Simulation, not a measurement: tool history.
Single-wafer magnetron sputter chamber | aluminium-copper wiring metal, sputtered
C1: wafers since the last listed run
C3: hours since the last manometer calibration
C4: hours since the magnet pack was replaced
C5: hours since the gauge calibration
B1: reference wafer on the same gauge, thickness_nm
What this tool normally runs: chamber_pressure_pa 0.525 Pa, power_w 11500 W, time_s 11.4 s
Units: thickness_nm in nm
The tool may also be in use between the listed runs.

Run 1, hour 0: usual settings but chamber_pressure_pa 0.479 Pa; C1 0; wafers on the sputter target 9734; C3 1584.9; C4 8385.3; C5 529.3; B1 242.908. Result: thickness_nm 214.161 nm.
At hour 13.4: sputter target and shields replaced.
Run 2, hour 14.6: usual settings; C1 264; wafers on the sputter target 49; C3 1599.5; C4 8399.9; C5 543.9; B1 243.15. Result: thickness_nm 214.442 nm.
Run 3, hour 34.7: usual settings; C1 806; wafers on the sputter target 856; C3 1619.6; C4 8420; C5 564; B1 243.068. Result: thickness_nm 214.623 nm.
At hour 50.7: magnet pack replaced.
Run 4, hour 54.4: usual settings but chamber_pressure_pa 0.382 Pa, time_s 10.6 s; C1 469; wafers on the sputter target 1325; C3 1639.3; C4 3.7; C5 583.7; B1 242.909. Result: thickness_nm 217.278 nm.
Run 5, hour 72.1: usual settings but time_s 13 s; C1 710; wafers on the sputter target 2036; C3 1657; C4 21.4; C5 601.4; B1 242.942. Result: thickness_nm 244.832 nm.
Run 6, hour 146.7: usual settings but time_s 13 s; C1 2994; wafers on the sputter target 5030; C3 1731.6; C4 96; C5 676; B1 242.936. Result: thickness_nm 242.561 nm.
Run 7, hour 239.2: usual settings but time_s 13 s; C1 3713; wafers on the sputter target 8744; C3 1824.1; C4 188.5; C5 768.5; B1 243.039. Result: thickness_nm 239.391 nm.
At hour 273.9: sputter target and shields replaced.
Run 8, hour 274.4: usual settings but power_w 9750 W; C1 1091; wafers on the sputter target 21; C3 1859.3; C4 223.7; C5 803.7; B1 242.905. Result: thickness_nm 195.003 nm.
Run 9, hour 299.3: usual settings but chamber_pressure_pa 0.468 Pa, time_s 13 s; C1 999; wafers on the sputter target 1021; C3 1884.2; C4 248.6; C5 828.6; B1 243.223. Result: thickness_nm 253.368 nm.
Run 10, hour 333.4: usual settings but chamber_pressure_pa 0.468 Pa, time_s 13 s; C1 1368; wafers on the sputter target 2389; C3 1918.3; C4 282.7; C5 862.7; B1 243.092. Result: thickness_nm 252.354 nm.
Run 11, hour 360.7: usual settings but chamber_pressure_pa 0.733 Pa, power_w 10050 W, time_s 9.8 s; C1 1095; wafers on the sputter target 3485; C3 1945.6; C4 310; C5 890; B1 242.901. Result: thickness_nm 149.812 nm.
Run 12, hour 391.1: usual settings but chamber_pressure_pa 0.379 Pa, power_w 13250 W, time_s 12.8 s; C1 1220; wafers on the sputter target 4706; C3 1976; C4 340.4; C5 920.4; B1 242.947. Result: thickness_nm 287.588 nm.
Run 13, hour 407.5: usual settings but time_s 10.8 s; C1 658; wafers on the sputter target 5364; C3 1992.4; C4 356.8; C5 936.8; B1 243.217. Result: thickness_nm 201.791 nm.
Run 14, hour 429.2: usual settings but chamber_pressure_pa 0.399 Pa, power_w 13550 W, time_s 9.8 s; C1 871; wafers on the sputter target 6235; C3 2014.1; C4 378.5; C5 958.5; B1 243.181. Result: thickness_nm 219.271 nm.
At hour 458.4: capacitance manometer re-zeroed and calibrated.
Run 15, hour 460.9: usual settings but power_w 12750 W, time_s 12.9 s; C1 951; wafers on the sputter target 7186; C3 2.5; C4 410.2; C5 990.2; B1 242.912. Result: thickness_nm 255.029 nm.
Run 16, hour 475.4: usual settings but chamber_pressure_pa 0.609 Pa, power_w 8900 W; C1 582; wafers on the sputter target 7769; C3 17; C4 424.7; C5 1004.7; B1 242.873. Result: thickness_nm 172.098 nm.
At hour 504.8: sputter target and shields replaced.
Run 17, hour 509.4: usual settings; C1 1043; wafers on the sputter target 185; C3 51; C4 458.7; C5 1038.7; B1 242.946. Result: thickness_nm 214.429 nm.
Run 18, hour 525.4: usual settings but chamber_pressure_pa 0.728 Pa, power_w 12300 W; C1 642; wafers on the sputter target 828; C3 67; C4 474.7; C5 1054.7; B1 242.913. Result: thickness_nm 198.749 nm.
Run 19, hour 546: usual settings but chamber_pressure_pa 0.689 Pa, power_w 12750 W, time_s 9.9 s; C1 826; wafers on the sputter target 1655; C3 87.6; C4 495.3; C5 1075.3; B1 242.96. Result: thickness_nm 180.469 nm.
Run 20, hour 575: usual settings but chamber_pressure_pa 0.384 Pa, power_w 9150 W; C1 1164; wafers on the sputter target 2819; C3 116.6; C4 524.3; C5 1104.3; B1 242.894. Result: thickness_nm 203.612 nm.
Run 21, hour 605: usual settings; C1 1204; wafers on the sputter target 4023; C3 146.6; C4 554.3; C5 1134.3; B1 243.034. Result: thickness_nm 214.026 nm.
At hour 625.5: gauge calibrated.
Run 22, hour 640.5: usual settings but time_s 10.5 s; C1 1425; wafers on the sputter target 5448; C3 182.1; C4 589.8; C5 15; B1 243.008. Result: thickness_nm 195.729 nm.
Run 23, hour 655.9: usual settings but chamber_pressure_pa 0.384 Pa, power_w 9150 W; C1 618; wafers on the sputter target 6066; C3 197.5; C4 605.2; C5 30.4; B1 243.151. Result: thickness_nm 202.602 nm.
Run 24, hour 675.9: usual settings but power_w 13800 W, time_s 10.1 s; C1 802; wafers on the sputter target 6869; C3 217.5; C4 625.2; C5 50.4; B1 242.966. Result: thickness_nm 211.09 nm.
Run 25, hour 689.4: usual settings but chamber_pressure_pa 0.345 Pa, power_w 12800 W; C1 541; wafers on the sputter target 7411; C3 231; C4 638.7; C5 63.9; B1 242.894. Result: thickness_nm 253.427 nm.
Run 26, hour 722.9: usual settings; C1 1344; wafers on the sputter target 8756; C3 264.5; C4 672.2; C5 97.4; B1 242.985. Result: thickness_nm 210.184 nm.
Run 27, hour 741.1: usual settings but chamber_pressure_pa 0.732 Pa, power_w 10050 W, time_s 12.6 s; C1 730; wafers on the sputter target 9487; C3 282.7; C4 690.4; C5 115.6; B1 243.14. Result: thickness_nm 188.275 nm.
At hour 770.7: sputter target and shields replaced.
Run 28, hour 771.2: usual settings but chamber_pressure_pa 0.612 Pa, power_w 12750 W, time_s 12.5 s; C1 887; wafers on the sputter target 21; C3 312.8; C4 720.5; C5 145.7; B1 243.163. Result: thickness_nm 236.382 nm.
Run 29, hour 781: usual settings but power_w 13200 W; C1 393; wafers on the sputter target 414; C3 322.6; C4 730.3; C5 155.5; B1 242.894. Result: thickness_nm 234.43 nm.
Run 30, hour 803.7: usual settings but chamber_pressure_pa 0.401 Pa, time_s 10.4 s; C1 911; wafers on the sputter target 1325; C3 345.3; C4 753; C5 178.2; B1 243.047. Result: thickness_nm 210.226 nm.
Run 31, hour 832: usual settings but chamber_pressure_pa 0.731 Pa, power_w 13100 W, time_s 13.4 s; C1 1136; wafers on the sputter target 2461; C3 373.6; C4 781.3; C5 206.5; B1 243.043. Result: thickness_nm 240.172 nm.
Run 32, hour 844.4: usual settings but power_w 14250 W, time_s 9.9 s; C1 497; wafers on the sputter target 2959; C3 386; C4 793.7; C5 218.9; B1 242.881. Result: thickness_nm 213.813 nm.
Run 33, hour 861.9: usual settings but time_s 12.6 s; C1 702; wafers on the sputter target 3662; C3 403.5; C4 811.2; C5 236.4; B1 242.992. Result: thickness_nm 235.29 nm.
Run 34, hour 874: usual settings but chamber_pressure_pa 0.433 Pa, power_w 9900 W, time_s 9.8 s; C1 485; wafers on the sputter target 4147; C3 415.6; C4 823.3; C5 248.5; B1 242.86. Result: thickness_nm 176.973 nm.
Run 35, hour 904.1: usual settings; C1 1208; wafers on the sputter target 5356; C3 445.7; C4 853.4; C5 278.6; B1 242.955. Result: thickness_nm 211.969 nm.

Entry by entry between the runs, the difference in hidden state between the last listed run before and the first listed run after:
Runs 1 to 2: sputter target and shields replaced (hour 13.4)
  deposition rate above that of a new target (%): -3.23 -> -0.222
  difference, measured minus the result without the unlogged condition, thickness_nm: -7.146 -> -0.476 nm
Runs 3 to 4: magnet pack replaced (hour 50.7)
  deposition rate above that of a new target (%): -0.243 -> -0.3
  difference, measured minus the result without the unlogged condition, thickness_nm: -0.522 -> -0.654 nm
Runs 7 to 8: sputter target and shields replaced (hour 273.9)
  deposition rate above that of a new target (%): -2.61 -> -0.147
  difference, measured minus the result without the unlogged condition, thickness_nm: -6.426 -> -0.287 nm
Runs 14 to 15: capacitance manometer re-zeroed and calibrated (hour 458.4)
  deposition rate above that of a new target (%): -1.28 -> -1.79
  difference, measured minus the result without the unlogged condition, thickness_nm: -2.841 -> -4.644 nm
Runs 16 to 17: sputter target and shields replaced (hour 504.8)
  deposition rate above that of a new target (%): -2.05 -> -0.147
  difference, measured minus the result without the unlogged condition, thickness_nm: -3.607 -> -0.317 nm
Runs 21 to 22: gauge calibrated (hour 625.5)
  deposition rate above that of a new target (%): -0.618 -> -1.01
  difference, measured minus the result without the unlogged condition, thickness_nm: -1.33 -> -1.999 nm
Runs 27 to 28: sputter target and shields replaced (hour 770.7)
  deposition rate above that of a new target (%): -2.77 -> -0.622
  difference, measured minus the result without the unlogged condition, thickness_nm: -5.357 -> -1.48 nm
